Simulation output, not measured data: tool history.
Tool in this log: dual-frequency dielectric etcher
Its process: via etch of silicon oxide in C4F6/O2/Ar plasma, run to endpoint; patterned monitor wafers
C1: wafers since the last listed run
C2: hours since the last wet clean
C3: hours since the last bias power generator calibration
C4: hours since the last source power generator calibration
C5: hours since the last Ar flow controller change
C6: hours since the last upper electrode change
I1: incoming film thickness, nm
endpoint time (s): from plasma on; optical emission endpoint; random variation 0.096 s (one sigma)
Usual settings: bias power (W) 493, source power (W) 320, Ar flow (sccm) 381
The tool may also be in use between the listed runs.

{"run": 1, "hour": 0.0, "bias power (W)": 493, "source power (W)": 320, "Ar flow (sccm)": 381, "C1": 0, "C2": 313.4, "C3": 4251.5, "C4": 1313.9, "C5": 3086.3, "C6": 3563.1, "I1": 98.4, "endpoint time (s)": 23.6}
{"hour": 116.5, "done": "wet clean of the chamber"}
{"run": 2, "hour": 117.0, "bias power (W)": 493, "source power (W)": 320, "Ar flow (sccm)": 381, "C1": 1121, "C2": 0.5, "C3": 4368.5, "C4": 1430.9, "C5": 3203.3, "C6": 3680.1, "I1": 99.5, "endpoint time (s)": 23.8}
{"run": 3, "hour": 187.3, "bias power (W)": 493, "source power (W)": 270, "Ar flow (sccm)": 381, "C1": 848, "C2": 70.8, "C3": 4438.8, "C4": 1501.2, "C5": 3273.6, "C6": 3750.4, "I1": 98.8, "endpoint time (s)": 25.1}
{"run": 4, "hour": 270.7, "bias power (W)": 493, "source power (W)": 320, "Ar flow (sccm)": 330, "C1": 1006, "C2": 154.2, "C3": 4522.2, "C4": 1584.6, "C5": 3357, "C6": 3833.8, "I1": 98.3, "endpoint time (s)": 23}
{"run": 5, "hour": 327.1, "bias power (W)": 493, "source power (W)": 320, "Ar flow (sccm)": 330, "C1": 680, "C2": 210.6, "C3": 4578.6, "C4": 1641, "C5": 3413.4, "C6": 3890.2, "I1": 99.4, "endpoint time (s)": 23.4}
{"run": 6, "hour": 427.8, "bias power (W)": 419, "source power (W)": 320, "Ar flow (sccm)": 346, "C1": 1214, "C2": 311.3, "C3": 4679.3, "C4": 1741.7, "C5": 3514.1, "C6": 3990.9, "I1": 99.4, "endpoint time (s)": 24.8}
{"hour": 492.9, "done": "wet clean of the chamber"}
{"run": 7, "hour": 507.3, "bias power (W)": 419, "source power (W)": 320, "Ar flow (sccm)": 346, "C1": 669, "C2": 14.4, "C3": 4758.8, "C4": 1821.2, "C5": 3593.6, "C6": 4070.4, "I1": 99.3, "endpoint time (s)": 24.9}
{"hour": 579.6, "done": "bias power generator calibrated"}
{"run": 8, "hour": 614.5, "bias power (W)": 395, "source power (W)": 390, "Ar flow (sccm)": 316, "C1": 1244, "C2": 121.6, "C3": 34.9, "C4": 1928.4, "C5": 3700.8, "C6": 4177.6, "I1": 98.3, "endpoint time (s)": 22.9}
{"hour": 650.7, "done": "Ar flow controller replaced"}
{"run": 9, "hour": 698.7, "bias power (W)": 587, "source power (W)": 370, "Ar flow (sccm)": 448, "C1": 943, "C2": 205.8, "C3": 119.1, "C4": 2012.6, "C5": 48, "C6": 4261.8, "I1": 98.5, "endpoint time (s)": 21.6}
{"hour": 723.1, "done": "source power generator calibrated"}
{"hour": 769.0, "done": "upper electrode replaced"}
{"run": 10, "hour": 772.9, "bias power (W)": 575, "source power (W)": 300, "Ar flow (sccm)": 443, "C1": 557, "C2": 280, "C3": 193.3, "C4": 49.8, "C5": 122.2, "C6": 3.9, "I1": 98, "endpoint time (s)": 23.2}
{"hour": 856.7, "done": "wet clean of the chamber"}
{"run": 11, "hour": 867.7, "bias power (W)": 562, "source power (W)": 320, "Ar flow (sccm)": 343, "C1": 854, "C2": 11, "C3": 288.1, "C4": 144.6, "C5": 217, "C6": 98.7, "I1": 98.2, "endpoint time (s)": 22.2}
{"run": 12, "hour": 930.4, "bias power (W)": 493, "source power (W)": 390, "Ar flow (sccm)": 321, "C1": 756, "C2": 73.7, "C3": 350.8, "C4": 207.3, "C5": 279.7, "C6": 161.4, "I1": 99.4, "endpoint time (s)": 21.6}
{"run": 13, "hour": 1020.9, "bias power (W)": 493, "source power (W)": 320, "Ar flow (sccm)": 381, "C1": 1091, "C2": 164.2, "C3": 441.3, "C4": 297.8, "C5": 370.2, "C6": 251.9, "I1": 99.8, "endpoint time (s)": 23.9}
{"run": 14, "hour": 1091.6, "bias power (W)": 531, "source power (W)": 340, "Ar flow (sccm)": 421, "C1": 852, "C2": 234.9, "C3": 512, "C4": 368.5, "C5": 440.9, "C6": 322.6, "I1": 99.1, "endpoint time (s)": 22.8}

What if the next run were any one of these 3? Each begins from the tool's condition after run 14:
{"run": "A", "hour": 1092.0, "bias power (W)": 493, "source power (W)": 280, "Ar flow (sccm)": 381, "C1": 4, "C2": 235.3, "C3": 512.4, "C4": 368.9, "C5": 441.3, "C6": 323, "I1": 98.8, "endpoint time (s)": "?"}
{"run": "B", "hour": 1092.0, "bias power (W)": 439, "source power (W)": 370, "Ar flow (sccm)": 473, "C1": 4, "C2": 235.3, "C3": 512.4, "C4": 368.9, "C5": 441.3, "C6": 323, "I1": 98.8, "endpoint time (s)": "?"}
{"run": "C", "hour": 1092.0, "bias power (W)": 551, "source power (W)": 320, "Ar flow (sccm)": 431, "C1": 4, "C2": 235.3, "C3": 512.4, "C4": 368.9, "C5": 441.3, "C6": 323, "I1": 98.8, "endpoint time (s)": "?"}

run=A endpoint_time_(s)=24.7
run=B endpoint_time_(s)=24
run=C endpoint_time_(s)=23.1
Stripped of hidden state, with their random variation kept, the same runs would have yielded:
run=A endpoint_time_(s)=24.7
run=B endpoint_time_(s)=24
run=C endpoint_time_(s)=23.1
